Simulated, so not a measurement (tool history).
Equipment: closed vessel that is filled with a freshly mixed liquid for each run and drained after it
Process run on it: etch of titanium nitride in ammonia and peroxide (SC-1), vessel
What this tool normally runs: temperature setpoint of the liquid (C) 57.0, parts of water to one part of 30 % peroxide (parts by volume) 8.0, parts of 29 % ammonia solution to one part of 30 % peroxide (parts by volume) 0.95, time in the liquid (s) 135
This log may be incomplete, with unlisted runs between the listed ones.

| run | hour | temperature setpoint of the liquid (C) | parts of water to one part of 30 % peroxide (parts by volume) | parts of 29 % ammonia solution to one part of 30 % peroxide (parts by volume) | time in the liquid (s) | read-back film thickness of the titanium nitride reference wafer, read on the same gauge (nm) | thickness taken off the titanium nitride on a monitor wafer (nm) |
|---|---|---|---|---|---|---|---|
| 1 | 0.0 | 57.0 | 8.0 | 0.95 | 135 | 99.99 | 25.68 |
| 2 | 14.8 | 57.0 | 8.0 | 0.95 | 135 | 99.99 | 25.53 |
| 3 | 23.9 | 57.0 | 6.0 | 0.95 | 135 | 100.01 | 29.34 |
| 4 | 38.3 | 57.0 | 8.0 | 0.95 | 155 | 100.01 | 29.69 |
| 5 | 52.9 | 57.0 | 8.0 | 0.95 | 155 | 99.99 | 29.58 |
| 6 | 68.7 | 57.0 | 8.0 | 0.95 | 155 | 100.00 | 29.60 |
| 7 | 85.9 | 57.0 | 8.0 | 0.95 | 135 | 100.00 | 26.07 |
| 8 | 93.0 | 57.0 | 8.0 | 0.95 | 135 | 100.00 | 25.98 |
|  | 105.8 | gauge calibrated |
| 9 | 109.8 | 61.5 | 8.0 | 0.95 | 135 | 99.99 | 34.71 |
| 10 | 117.4 | 61.5 | 8.0 | 0.95 | 135 | 99.99 | 34.50 |
| 11 | 129.0 | 57.0 | 8.0 | 1.20 | 135 | 100.01 | 26.84 |
| 12 | 135.3 | 57.0 | 5.0 | 0.95 | 135 | 100.00 | 32.06 |
| 13 | 146.6 | 62.5 | 12.0 | 0.95 | 135 | 100.01 | 30.27 |
|  | 158.2 | new drum of ammonia solution connected |
| 14 | 164.0 | 57.0 | 8.0 | 0.95 | 135 | 99.99 | 25.97 |
|  | 165.0 | thermometer replaced |
| 15 | 181.3 | 57.0 | 8.0 | 0.95 | 155 | 100.01 | 24.64 |
| 16 | 193.7 | 57.0 | 6.5 | 1.20 | 105 | 99.99 | 18.93 |
| 17 | 206.5 | 47.5 | 6.0 | 0.95 | 135 | 100.00 | 12.87 |
| 18 | 220.0 | 51.5 | 5.0 | 0.95 | 135 | 100.01 | 18.61 |
|  | 223.7 | ammonia flow meter replaced |
|  | 256.4 | gauge calibrated |
| 19 | 268.5 | 48.0 | 8.0 | 0.95 | 195 | 100.00 | 16.78 |
| 20 | 277.1 | 57.0 | 5.5 | 0.95 | 135 | 99.99 | 25.71 |
| 21 | 285.5 | 57.0 | 8.0 | 0.95 | 135 | 99.99 | 21.65 |

Predict each of these 4 candidate next runs independently; none follows another, all start after run 21:
| A | 286.2 | 66.5 | 8.0 | 0.95 | 135 | ? | ? |
| B | 286.2 | 57.0 | 8.0 | 1.20 | 195 | ? | ? |
| C | 286.2 | 57.0 | 5.0 | 1.20 | 65 | ? | ? |
| D | 286.2 | 57.0 | 8.0 | 1.20 | 105 | ? | ? |

| run | read-back film thickness of the titanium nitride reference wafer, read on the same gauge (nm) | thickness taken off the titanium nitride on a monitor wafer (nm) |
|---|---|---|
| A | 99.99 | 40.15 |
| B | 99.99 | 32.34 |
| C | 99.99 | 13.29 |
| D | 99.99 | 17.42 |
Without the tool's hidden state the same runs would have given:
| run | thickness taken off the titanium nitride on a monitor wafer (nm) |
|---|---|
| A | 39.70 |
| B | 31.96 |
| C | 13.13 |
| D | 17.21 |

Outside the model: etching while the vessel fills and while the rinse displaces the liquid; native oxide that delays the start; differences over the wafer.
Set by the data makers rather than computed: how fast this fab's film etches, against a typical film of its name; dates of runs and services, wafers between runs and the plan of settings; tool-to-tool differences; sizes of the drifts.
